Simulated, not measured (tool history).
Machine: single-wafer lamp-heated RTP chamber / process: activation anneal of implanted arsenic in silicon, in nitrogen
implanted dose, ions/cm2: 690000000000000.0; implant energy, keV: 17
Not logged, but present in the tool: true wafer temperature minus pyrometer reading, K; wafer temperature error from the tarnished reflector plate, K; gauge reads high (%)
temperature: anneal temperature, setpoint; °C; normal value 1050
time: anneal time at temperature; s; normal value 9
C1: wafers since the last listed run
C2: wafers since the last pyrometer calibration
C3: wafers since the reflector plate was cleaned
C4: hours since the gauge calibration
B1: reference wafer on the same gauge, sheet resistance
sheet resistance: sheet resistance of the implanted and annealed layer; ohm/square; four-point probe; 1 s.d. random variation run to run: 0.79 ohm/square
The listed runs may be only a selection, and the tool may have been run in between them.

{"run": 1, "hour": 0.0, "temperature": 1050, "time": 9, "C1": 0, "C2": 6312, "C3": 5169, "C4": 1329.7, "B1": 188.92, "sheet resistance": 165.31}
{"hour": 0.7, "done": "pyrometer window cleaned and pyrometer calibrated"}
{"run": 2, "hour": 97.8, "temperature": 1050, "time": 9, "C1": 1419, "C2": 1419, "C3": 6588, "C4": 1427.5, "B1": 188.97, "sheet resistance": 166.96}
{"hour": 133.6, "done": "reflector plate cleaned"}
{"run": 3, "hour": 139.8, "temperature": 1050, "time": 9, "C1": 497, "C2": 1916, "C3": 90, "C4": 1469.5, "B1": 188.8, "sheet resistance": 165.58}
{"run": 4, "hour": 198.9, "temperature": 1050, "time": 9, "C1": 863, "C2": 2780, "C3": 954, "C4": 1528.6, "B1": 189.04, "sheet resistance": 164.99}
{"run": 5, "hour": 265.4, "temperature": 1056, "time": 6, "C1": 972, "C2": 3752, "C3": 1926, "C4": 1595.1, "B1": 189.04, "sheet resistance": 168.22}
{"run": 6, "hour": 307.6, "temperature": 1056, "time": 6, "C1": 616, "C2": 4369, "C3": 2543, "C4": 1637.3, "B1": 189.08, "sheet resistance": 168.1}
{"run": 7, "hour": 384.8, "temperature": 1056, "time": 6, "C1": 1128, "C2": 5497, "C3": 3671, "C4": 1714.5, "B1": 188.98, "sheet resistance": 168.0}
{"run": 8, "hour": 489.4, "temperature": 1050, "time": 9, "C1": 1529, "C2": 7026, "C3": 5200, "C4": 1819.1, "B1": 189.26, "sheet resistance": 165.76}
{"hour": 506.8, "done": "pyrometer window cleaned and pyrometer calibrated"}
{"hour": 612.6, "done": "reflector plate cleaned"}
{"run": 9, "hour": 751.9, "temperature": 1050, "time": 9, "C1": 3603, "C2": 3465, "C3": 2035, "C4": 2081.6, "B1": 188.83, "sheet resistance": 165.37}
{"run": 10, "hour": 855.7, "temperature": 1050, "time": 9, "C1": 1517, "C2": 4983, "C3": 3553, "C4": 2185.4, "B1": 189.13, "sheet resistance": 165.28}
{"run": 11, "hour": 936.3, "temperature": 1050, "time": 12, "C1": 1178, "C2": 6161, "C3": 4731, "C4": 2266.0, "B1": 189.03, "sheet resistance": 162.93}
{"hour": 956.7, "done": "pyrometer window cleaned and pyrometer calibrated"}
{"run": 12, "hour": 979.6, "temperature": 1050, "time": 12, "C1": 516, "C2": 334, "C3": 5247, "C4": 2309.3, "B1": 189.08, "sheet resistance": 162.62}
{"run": 13, "hour": 1021.6, "temperature": 1050, "time": 9, "C1": 613, "C2": 948, "C3": 5861, "C4": 2351.3, "B1": 189.09, "sheet resistance": 165.27}
{"hour": 1095.7, "done": "reflector plate cleaned"}
{"run": 14, "hour": 1112.1, "temperature": 1022, "time": 14, "C1": 1205, "C2": 2154, "C3": 239, "C4": 2441.8, "B1": 188.93, "sheet resistance": 167.83}
{"hour": 1169.8, "done": "gauge calibrated"}
{"run": 15, "hour": 1177.7, "temperature": 1062, "time": 13, "C1": 958, "C2": 3113, "C3": 1197, "C4": 7.9, "B1": 189.11, "sheet resistance": 160.63}
{"run": 16, "hour": 1243.6, "temperature": 1074, "time": 6, "C1": 963, "C2": 4077, "C3": 2161, "C4": 73.8, "B1": 189.05, "sheet resistance": 165.46}
{"run": 17, "hour": 1329.0, "temperature": 1073, "time": 13, "C1": 1248, "C2": 5325, "C3": 3409, "C4": 159.2, "B1": 189.0, "sheet resistance": 158.25}
{"run": 18, "hour": 1386.6, "temperature": 1063, "time": 9, "C1": 841, "C2": 6167, "C3": 4251, "C4": 216.8, "B1": 189.07, "sheet resistance": 163.15}
{"hour": 1428.8, "done": "pyrometer window cleaned and pyrometer calibrated"}
{"hour": 1574.2, "done": "reflector plate cleaned"}
{"run": 19, "hour": 1590.0, "temperature": 1078, "time": 14, "C1": 2739, "C2": 2239, "C3": 231, "C4": 420.2, "B1": 189.0, "sheet resistance": 155.51}
{"run": 20, "hour": 1646.4, "temperature": 1050, "time": 9, "C1": 824, "C2": 3064, "C3": 1055, "C4": 476.6, "B1": 189.16, "sheet resistance": 165.98}
{"run": 21, "hour": 1750.0, "temperature": 1065, "time": 12, "C1": 1514, "C2": 4578, "C3": 2570, "C4": 580.2, "B1": 188.86, "sheet resistance": 160.63}
{"run": 22, "hour": 1825.5, "temperature": 1050, "time": 9, "C1": 1103, "C2": 5682, "C3": 3673, "C4": 655.7, "B1": 189.16, "sheet resistance": 166.65}
{"run": 23, "hour": 1895.2, "temperature": 1023, "time": 9, "C1": 1018, "C2": 6701, "C3": 4692, "C4": 725.4, "B1": 188.97, "sheet resistance": 172.35}
{"hour": 1909.9, "done": "pyrometer window cleaned and pyrometer calibrated"}
{"run": 24, "hour": 1981.1, "temperature": 1024, "time": 9, "C1": 1138, "C2": 1040, "C3": 5831, "C4": 811.3, "B1": 189.04, "sheet resistance": 170.48}
{"hour": 2029.4, "done": "reflector plate cleaned"}
{"run": 25, "hour": 2266.2, "temperature": 1050, "time": 9, "C1": 4050, "C2": 5091, "C3": 3462, "C4": 1096.4, "B1": 188.81, "sheet resistance": 165.14}
{"hour": 2328.4, "done": "pyrometer window cleaned and pyrometer calibrated"}
{"run": 26, "hour": 2328.9, "temperature": 1029, "time": 6, "C1": 799, "C2": 7, "C3": 4261, "C4": 1159.1, "B1": 188.96, "sheet resistance": 174.93}
{"run": 27, "hour": 2423.9, "temperature": 1079, "time": 6, "C1": 1388, "C2": 1396, "C3": 5650, "C4": 1254.1, "B1": 188.95, "sheet resistance": 162.63}

3 ways to go on from here, each from the tool as it stands after run 27. What would each give?
{"run": "A", "hour": 2424.3, "temperature": 1050, "time": 9, "C1": 5, "C2": 1402, "C3": 5656, "C4": 1254.5, "B1": "?", "sheet resistance": "?"}
{"run": "B", "hour": 2424.3, "temperature": 1023, "time": 5, "C1": 5, "C2": 1402, "C3": 5656, "C4": 1254.5, "B1": "?", "sheet resistance": "?"}
{"run": "C", "hour": 2424.3, "temperature": 1031, "time": 9, "C1": 5, "C2": 1402, "C3": 5656, "C4": 1254.5, "B1": "?", "sheet resistance": "?"}

run=A B1=189.12 sheet_resistance=165.71
run=B B1=189.12 sheet_resistance=176.27
run=C B1=189.12 sheet_resistance=169.81
Take away the tool's hidden state, keep each run's random variation, and the runs would have read:
run=A sheet_resistance=165.71
run=B sheet_resistance=176.27
run=C sheet_resistance=169.81

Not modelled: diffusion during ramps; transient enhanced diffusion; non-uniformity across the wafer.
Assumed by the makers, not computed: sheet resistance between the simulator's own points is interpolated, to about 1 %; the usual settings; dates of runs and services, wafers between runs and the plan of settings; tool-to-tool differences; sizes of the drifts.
